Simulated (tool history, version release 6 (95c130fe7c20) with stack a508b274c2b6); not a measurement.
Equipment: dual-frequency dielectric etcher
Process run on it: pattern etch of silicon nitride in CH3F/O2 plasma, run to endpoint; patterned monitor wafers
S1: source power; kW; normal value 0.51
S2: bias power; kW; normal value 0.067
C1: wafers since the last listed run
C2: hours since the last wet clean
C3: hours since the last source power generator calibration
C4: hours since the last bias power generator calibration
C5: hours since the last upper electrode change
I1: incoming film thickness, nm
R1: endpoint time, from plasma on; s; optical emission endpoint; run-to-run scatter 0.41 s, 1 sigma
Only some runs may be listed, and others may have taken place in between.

run   hour    S1     S2   C1     C2      C3      C4      C5    I1     R1
  1      0  0.51  0.067    0    145  4639.6  3651.4  3951.3  84.5   91.1
  2    7.5  0.51  0.067   60  152.5  4647.1  3658.9  3958.8  84.2   91.2
  3   20.6  0.51  0.067  105  165.6  4660.2    3672  3971.9  84.1   90.4
  4   27.1  0.51  0.067   52  172.1  4666.7  3678.5  3978.4  84.5   91.1
  5   33.4  0.51  0.067   50  178.4    4673  3684.8  3984.7    84   90.6
  6   39.9  0.51  0.067   52  184.9  4679.5  3691.3  3991.2  83.7   90.2
  7     54  0.51  0.067  113    199  4693.6  3705.4  4005.3  84.9   91.1
  8   65.9  0.51  0.067   95  210.9  4705.5  3717.3  4017.2  84.4   90.6
  9     75  0.51  0.067   73    220  4714.6  3726.4  4026.3  82.9     89
 10   87.2  0.51  0.067   98  232.2  4726.8  3738.6  4038.5  84.4     90
 11  102.2  0.51  0.067  120  247.2  4741.8  3753.6  4053.5  83.9   89.8
 12  113.8  0.51  0.067   93  258.8  4753.4  3765.2  4065.1  83.3   88.8
 13  124.5  0.51  0.067   86  269.5  4764.1  3775.9  4075.8  83.7     90
 14  132.6  0.51   0.06   65  277.6  4772.2    3784  4083.9  84.1     92
 15  142.2  0.51   0.06   77  287.2  4781.8  3793.6  4093.5    84   92.1
 16  156.1  0.51  0.067  112  301.1  4795.7  3807.5  4107.4  84.6   90.5
 17  170.5  0.51  0.067  116  315.5  4810.1  3821.9  4121.8  84.2   89.7
 18  176.5  0.51  0.056   48  321.5  4816.1  3827.9  4127.8  84.6   93.9
     196.2  -- source power generator calibrated
 19  196.7  0.51  0.074  130  341.7     0.5  3848.1    4148  83.7   85.6
 20  204.4  0.51  0.067   62  349.4     8.2  3855.8  4155.7    84   88.1
     222.3  -- bias power generator calibrated
     233.6  -- wet clean of the chamber
 21  234.1  0.62  0.067  115    0.5    37.9    11.8  4185.4  83.9   84.4
 22  234.5  0.63  0.054    3    0.9    38.3    12.2  4185.8  84.9   89.6
 23  240.6  0.42  0.067   49      7    44.4    18.3  4191.9  83.6  100.1
 24  256.5  0.51  0.079  128   22.9    60.3    34.2  4207.8  84.7   88.8
     280.7  -- upper electrode replaced, of another model than before
 25  281.2  0.55  0.071    5   47.6      85    58.9     0.5  83.3   85.2
 26  281.6   0.4  0.084    3     48    85.4    59.3     0.9  84.1  111.4
 27  287.6  0.57  0.079   48     54    91.4    65.3     6.9  84.5   81.9
 28  294.6  0.51  0.067   56     61    98.4    72.3    13.9  83.8   91.7
 29  308.6  0.44  0.053  112     75   112.4    86.3    27.9  83.8  108.8
 30  324.2  0.59  0.067  125   90.6     128   101.9    43.5  83.5   81.2
 31  340.2  0.46  0.081  128  106.6     144   117.9    59.5  83.6     96
 32  355.9   0.4  0.081  126  122.3   159.7   133.6    75.2  84.5  112.4
 33  372.7  0.63  0.052  135  139.1   176.5   150.4      92  83.2   80.7
 34    388  0.42  0.067  123  154.4   191.8   165.7   107.3  84.4  109.3

How the hidden state differs across the entries between the runs, from the last listed run before each to the first after it:
Runs 18 to 19: source power generator calibrated (hour 196.2)
  etch rate over this chamber's usual, %: 3.77 -> 4.01
  difference, measured minus the result without the unlogged condition, R1: -3.5 -> -3.4 s
Runs 20 to 21: bias power generator calibrated (hour 222.3); wet clean of the chamber (hour 233.6)
  etch rate over this chamber's usual, %: 4.1 -> 0.0996
  difference, measured minus the result without the unlogged condition, R1: -3.6 -> -0.1 s
Runs 24 to 25: upper electrode replaced, of another model than before (hour 280.7)
  etch rate over this chamber's usual, %: 0.367 -> 0.661
  difference, measured minus the result without the unlogged condition, R1: -0.4 -> -0.5 s
